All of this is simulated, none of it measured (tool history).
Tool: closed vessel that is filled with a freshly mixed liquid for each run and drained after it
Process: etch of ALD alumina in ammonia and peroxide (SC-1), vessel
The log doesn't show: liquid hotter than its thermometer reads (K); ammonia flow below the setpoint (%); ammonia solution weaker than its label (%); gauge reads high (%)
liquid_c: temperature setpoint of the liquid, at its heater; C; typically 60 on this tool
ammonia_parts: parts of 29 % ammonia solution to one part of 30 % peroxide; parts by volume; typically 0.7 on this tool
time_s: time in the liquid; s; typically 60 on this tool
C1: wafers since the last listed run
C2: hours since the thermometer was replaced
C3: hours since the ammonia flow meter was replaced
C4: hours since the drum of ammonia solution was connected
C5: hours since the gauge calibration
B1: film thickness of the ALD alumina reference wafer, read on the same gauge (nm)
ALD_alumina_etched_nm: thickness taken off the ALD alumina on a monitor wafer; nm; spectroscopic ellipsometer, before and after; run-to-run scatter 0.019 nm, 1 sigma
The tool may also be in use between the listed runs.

Run 1, hour 0: usual settings but time_s 35 s; C1 0; C2 1801.7; C3 852.7; C4 174.8; C5 1243.9; B1 140.03. Result: ALD_alumina_etched_nm 4.59 nm.
Run 2, hour 63.2: usual settings but time_s 35 s; C1 7690; C2 1864.9; C3 915.9; C4 238; C5 1307.1; B1 139.98. Result: ALD_alumina_etched_nm 4.59 nm.
At hour 88.3: new drum of ammonia solution connected.
Run 3, hour 121: usual settings but time_s 35 s; C1 6911; C2 1922.7; C3 973.7; C4 32.7; C5 1364.9; B1 139.98. Result: ALD_alumina_etched_nm 4.63 nm.
Run 4, hour 172.8: usual settings; C1 6302; C2 1974.5; C3 1025.5; C4 84.5; C5 1416.7; B1 140.01. Result: ALD_alumina_etched_nm 7.89 nm.
Run 5, hour 212.2: usual settings but liquid_c 65.5 C; C1 4794; C2 2013.9; C3 1064.9; C4 123.9; C5 1456.1; B1 139.96. Result: ALD_alumina_etched_nm 10.39 nm.
Run 6, hour 272.8: usual settings but liquid_c 65.5 C; C1 7373; C2 2074.5; C3 1125.5; C4 184.5; C5 1516.7; B1 139.97. Result: ALD_alumina_etched_nm 10.38 nm.
Run 7, hour 301.6: usual settings; C1 3504; C2 2103.3; C3 1154.3; C4 213.3; C5 1545.5; B1 140.03. Result: ALD_alumina_etched_nm 7.86 nm.
At hour 303.1: thermometer replaced.
At hour 352: new drum of ammonia solution connected.
Run 8, hour 366.1: usual settings; C1 7604; C2 63; C3 1218.8; C4 14.1; C5 1610; B1 140.06. Result: ALD_alumina_etched_nm 7.84 nm.
Run 9, hour 407: usual settings; C1 4976; C2 103.9; C3 1259.7; C4 55; C5 1650.9; B1 139.96. Result: ALD_alumina_etched_nm 7.77 nm.
At hour 417.8: gauge calibrated.
Run 10, hour 443.5: usual settings but ammonia_parts 0.95 parts by volume; C1 4441; C2 140.4; C3 1296.2; C4 91.5; C5 25.7; B1 140.05. Result: ALD_alumina_etched_nm 8.01 nm.
Run 11, hour 470.6: usual settings but ammonia_parts 0.95 parts by volume; C1 3297; C2 167.5; C3 1323.3; C4 118.6; C5 52.8; B1 140.04. Result: ALD_alumina_etched_nm 8.02 nm.
Run 12, hour 495.8: usual settings; C1 3066; C2 192.7; C3 1348.5; C4 143.8; C5 78; B1 140. Result: ALD_alumina_etched_nm 7.77 nm.
Run 13, hour 555.8: usual settings but liquid_c 63.5 C; C1 7300; C2 252.7; C3 1408.5; C4 203.8; C5 138; B1 140.01. Result: ALD_alumina_etched_nm 9.28 nm.
Run 14, hour 593.1: usual settings but liquid_c 55 C; C1 4538; C2 290; C3 1445.8; C4 241.1; C5 175.3; B1 139.96. Result: ALD_alumina_etched_nm 5.98 nm.
Run 15, hour 654.4: usual settings but liquid_c 55.5 C, time_s 45 s; C1 7458; C2 351.3; C3 1507.1; C4 302.4; C5 236.6; B1 139.97. Result: ALD_alumina_etched_nm 4.58 nm.
At hour 673.7: new drum of ammonia solution connected.
Run 16, hour 714: usual settings; C1 7130; C2 410.9; C3 1566.7; C4 40.3; C5 296.2; B1 139.96. Result: ALD_alumina_etched_nm 7.84 nm.
Run 17, hour 744.4: usual settings but liquid_c 68 C, ammonia_parts 0.5 parts by volume, time_s 95 s; C1 3699; C2 441.3; C3 1597.1; C4 70.7; C5 326.6; B1 140.02. Result: ALD_alumina_etched_nm 17.83 nm.
Run 18, hour 790.1: usual settings but liquid_c 50.5 C, ammonia_parts 1 parts by volume, time_s 85 s; C1 5560; C2 487; C3 1642.8; C4 116.4; C5 372.3; B1 139.98. Result: ALD_alumina_etched_nm 6.89 nm.
Run 19, hour 822.5: usual settings but liquid_c 63 C, ammonia_parts 0.55 parts by volume; C1 3942; C2 519.4; C3 1675.2; C4 148.8; C5 404.7; B1 139.95. Result: ALD_alumina_etched_nm 8.89 nm.
Run 20, hour 871.5: usual settings but liquid_c 51 C, time_s 30 s; C1 5962; C2 568.4; C3 1724.2; C4 197.8; C5 453.7; B1 139.95. Result: ALD_alumina_etched_nm 2.41 nm.
Run 21, hour 939.1: usual settings but liquid_c 63 C, ammonia_parts 0.85 parts by volume; C1 8225; C2 636; C3 1791.8; C4 265.4; C5 521.3; B1 139.99. Result: ALD_alumina_etched_nm 9.21 nm.
At hour 953.5: ammonia flow meter replaced.
Run 22, hour 964: usual settings but liquid_c 69.5 C, ammonia_parts 0.5 parts by volume, time_s 90 s; C1 2908; C2 660.9; C3 10.5; C4 290.3; C5 546.2; B1 139.96. Result: ALD_alumina_etched_nm 18 nm.
At hour 979.8: new drum of ammonia solution connected.
Run 23, hour 1113.8: usual settings but liquid_c 67 C, ammonia_parts 0.6 parts by volume; C1 18105; C2 810.7; C3 160.3; C4 134; C5 696; B1 140.01. Result: ALD_alumina_etched_nm 10.9 nm.
Run 24, hour 1161.4: usual settings; C1 5791; C2 858.3; C3 207.9; C4 181.6; C5 743.6; B1 139.98. Result: ALD_alumina_etched_nm 7.78 nm.
Run 25, hour 1209.9: usual settings but liquid_c 52.5 C, time_s 30 s; C1 5901; C2 906.8; C3 256.4; C4 230.1; C5 792.1; B1 139.97. Result: ALD_alumina_etched_nm 2.62 nm.
Run 26, hour 1235.9: usual settings but liquid_c 68.5 C, ammonia_parts 0.45 parts by volume, time_s 85 s; C1 3163; C2 932.8; C3 282.4; C4 256.1; C5 818.1; B1 139.97. Result: ALD_alumina_etched_nm 16.19 nm.
At hour 1257.2: new drum of ammonia solution connected.
Run 27, hour 1273.4: usual settings but liquid_c 67.5 C, time_s 30 s; C1 4441; C2 970.3; C3 319.9; C4 16.2; C5 855.6; B1 140. Result: ALD_alumina_etched_nm 5.72 nm.
Run 28, hour 1302.1: usual settings; C1 3492; C2 999; C3 348.6; C4 44.9; C5 884.3; B1 140.02. Result: ALD_alumina_etched_nm 7.83 nm.

Some steps in ALD_alumina_etched_nm between neighbouring runs. How much of each would the tool show without its hidden state too (settings, what came in, random variation), and how much is left for the hidden state, with any gauge scatter that isn't in both results?
Run 7 -> 8: thermometer replaced, new drum of ammonia solution connected. ALD_alumina_etched_nm -0.02 nm: hidden state -0.07, all else +0.05.
Run 17 -> 18: liquid_c 68 -> 50.5, ammonia_parts 0.5 -> 1, time_s 95 -> 85. ALD_alumina_etched_nm -10.94 nm: hidden state -0.02, all else -10.92.
Run 22 -> 23: liquid_c 69.5 -> 67, ammonia_parts 0.5 -> 0.6, time_s 90 -> 60, new drum of ammonia solution connected. ALD_alumina_etched_nm -7.1 nm: hidden state +0.13, all else -7.23.
Run 25 -> 26: liquid_c 52.5 -> 68.5, ammonia_parts 0.7 -> 0.45, time_s 30 -> 85. ALD_alumina_etched_nm +13.57 nm: hidden state -0.01, all else +13.58.
